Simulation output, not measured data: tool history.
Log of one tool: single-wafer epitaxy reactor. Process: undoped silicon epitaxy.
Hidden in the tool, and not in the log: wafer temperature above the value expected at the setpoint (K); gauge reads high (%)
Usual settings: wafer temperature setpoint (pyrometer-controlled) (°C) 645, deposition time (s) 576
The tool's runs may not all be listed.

| run | day | wafer temperature setpoint (pyrometer-controlled) (°C) | deposition time (s) | wafers since the last listed run | hours since the last pyrometer calibration | hours since the gauge calibration | read-back reference wafer on the same gauge, thickness_nm | mean film thickness on the monitor wafer (angstrom) |
|---|---|---|---|---|---|---|---|---|
| 1 | 0.000 | 645 | 576 | 0 | 837.2 | 126.5 | 72.983 | 892.56 |
| 2 | 2.488 | 645 | 576 | 206 | 896.9 | 186.2 | 72.996 | 891.00 |
| 3 | 5.212 | 645 | 576 | 226 | 962.3 | 251.6 | 72.941 | 888.36 |
| 4 | 7.083 | 645 | 576 | 155 | 1007.2 | 296.5 | 73.116 | 886.16 |
| 5 | 9.050 | 645 | 576 | 163 | 1054.4 | 343.7 | 72.972 | 893.53 |
| 6 | 10.192 | 645 | 576 | 94 | 1081.8 | 371.1 | 72.997 | 889.92 |
| 7 | 12.642 | 645 | 606 | 203 | 1140.6 | 429.9 | 73.019 | 938.38 |
| 8 | 13.929 | 645 | 606 | 107 | 1171.5 | 460.8 | 73.089 | 939.28 |
|  | 17.700 | gauge calibrated |
| 9 | 18.783 | 638 | 677 | 403 | 1288.0 | 26.0 | 73.076 | 900.48 |
| 10 | 21.583 | 645 | 576 | 232 | 1355.2 | 93.2 | 73.082 | 889.91 |
| 11 | 24.521 | 655 | 518 | 244 | 1425.7 | 163.7 | 73.030 | 975.42 |
|  | 26.225 | pyrometer calibrated |
| 12 | 27.229 | 645 | 511 | 197 | 24.1 | 228.7 | 73.033 | 789.71 |
| 13 | 28.417 | 653 | 576 | 98 | 52.6 | 257.2 | 72.925 | 1046.71 |
| 14 | 29.788 | 632 | 468 | 113 | 85.5 | 290.1 | 73.092 | 552.76 |
| 15 | 31.667 | 640 | 629 | 156 | 130.6 | 335.2 | 73.097 | 876.21 |
| 16 | 34.208 | 640 | 481 | 211 | 191.6 | 396.2 | 72.987 | 675.17 |

Forecast each of these 4 alternatives for the next run:
| A | 34.233 | 635 | 576 | 2 | 192.2 | 396.8 | ? | ? |
| B | 34.233 | 638 | 627 | 2 | 192.2 | 396.8 | ? | ? |
| C | 34.233 | 658 | 677 | 2 | 192.2 | 396.8 | ? | ? |
| D | 34.233 | 637 | 636 | 2 | 192.2 | 396.8 | ? | ? |

| run | read-back reference wafer on the same gauge, thickness_nm | mean film thickness on the monitor wafer (angstrom) |
|---|---|---|
| A | 72.919 | 724.11 |
| B | 72.919 | 838.62 |
| C | 72.919 | 1355.84 |
| D | 72.919 | 833.30 |
Without the tool's hidden state the same runs would have given:
| run | mean film thickness on the monitor wafer (angstrom) |
|---|---|
| A | 724.11 |
| B | 838.62 |
| C | 1355.84 |
| D | 833.30 |

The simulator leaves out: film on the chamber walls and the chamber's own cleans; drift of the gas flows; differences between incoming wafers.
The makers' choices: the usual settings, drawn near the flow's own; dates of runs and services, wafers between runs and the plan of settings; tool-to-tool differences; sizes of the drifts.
